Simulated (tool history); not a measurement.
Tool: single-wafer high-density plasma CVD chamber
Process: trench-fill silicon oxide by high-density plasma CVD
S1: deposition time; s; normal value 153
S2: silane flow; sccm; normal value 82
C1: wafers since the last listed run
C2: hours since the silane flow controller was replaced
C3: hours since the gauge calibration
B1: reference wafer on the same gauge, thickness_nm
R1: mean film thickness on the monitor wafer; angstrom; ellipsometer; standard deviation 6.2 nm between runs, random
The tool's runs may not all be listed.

run   hour   S1  S2   C1      C2     C3        B1        R1
  1    0.0  153  82    0  1501.3   81.3  1390.205  12092.41
  2   12.4  153  82   89  1513.7   93.7  1391.482  12174.32
  3   42.0  153  82  212  1543.3  123.3  1389.346  12110.76
  4   54.7  153  82   91  1556.0  136.0  1389.781  12046.79
  5   78.9  153  82  173  1580.2  160.2  1390.390  11994.99
  6   98.3  153  95  139  1599.6  179.6  1390.872  14083.01
  7  113.5  153  95  109  1614.8  194.8  1388.969  14062.98
  8  135.3  153  95  156  1636.6  216.6  1389.712  14040.72
  9  154.3  153  82  136  1655.6  235.6  1390.452  12044.91
 10  173.2  153  82  135  1674.5  254.5  1390.407  12121.75
 11  196.1  153  82  164  1697.4  277.4  1390.800  12101.70
 12  215.6  166  86  139  1716.9  296.9  1389.983  13731.24
 13  243.6  166  86  200  1744.9  324.9  1390.693  13672.90
     316.3  -- silane flow controller replaced
 14  344.0  166  86  663    27.7  425.3  1390.564  13221.72
 15  375.9  171  82  228    59.6  457.2  1392.084  13063.83
 16  389.6  171  82   98    73.3  470.9  1389.809  13013.83
 17  409.1  161  86  139    92.8  490.4  1389.457  12821.68
 18  426.5  153  66  124   110.2  507.8  1390.422   9308.54
 19  452.5  134  71  186   136.2  533.8  1389.645   8789.64
     483.1  -- silane flow controller replaced, repeated, since the last time left the tool worse
 20  487.7  182  78  195     4.6  569.0  1388.749  14200.04
 21  516.0  143  94  203    32.9  597.3  1388.424  13391.63
 22  528.8  183  91   91    45.7  610.1  1389.006  16572.36
     555.9  -- gauge calibrated
 23  563.9  128  68  251    80.8    8.0  1389.488   8631.61
 24  597.0  172  75  237   113.9   41.1  1391.184  12762.52
 25  619.4  153  82  160   136.3   63.5  1390.158  12440.18
 26  640.7  153  67  152   157.6   84.8  1390.040  10158.83
 27  659.4  173  87  134   176.3  103.5  1388.514  14885.52
 28  688.3  126  95  207   205.2  132.4  1389.219  11859.74
 29  718.2  153  82  214   235.1  162.3  1391.128  12437.79
 30  734.3  172  73  115   251.2  178.4  1391.632  12426.22
 31  769.9  153  82  255   286.8  214.0  1389.921  12299.78
 32  801.7  171  75  228   318.6  245.8  1391.191  12651.98

4 ways to go on from here, each from the tool as it stands after run 32. What would each give?
  A  802.1  123  82   2  319.0  246.2   ?   ?
  B  802.1  137  87   2  319.0  246.2   ?   ?
  C  802.1  179  90   2  319.0  246.2   ?   ?
  D  802.1  135  86   2  319.0  246.2   ?   ?

run        B1        R1
  A  1390.414   9961.66
  B  1390.414  11772.07
  C  1390.414  15911.40
  D  1390.414  11466.88
With the hidden condition removed and each run's random variation left untouched, the same runs would have given:
run        R1
  A  10091.97
  B  11926.06
  C  16119.54
  D  11616.88

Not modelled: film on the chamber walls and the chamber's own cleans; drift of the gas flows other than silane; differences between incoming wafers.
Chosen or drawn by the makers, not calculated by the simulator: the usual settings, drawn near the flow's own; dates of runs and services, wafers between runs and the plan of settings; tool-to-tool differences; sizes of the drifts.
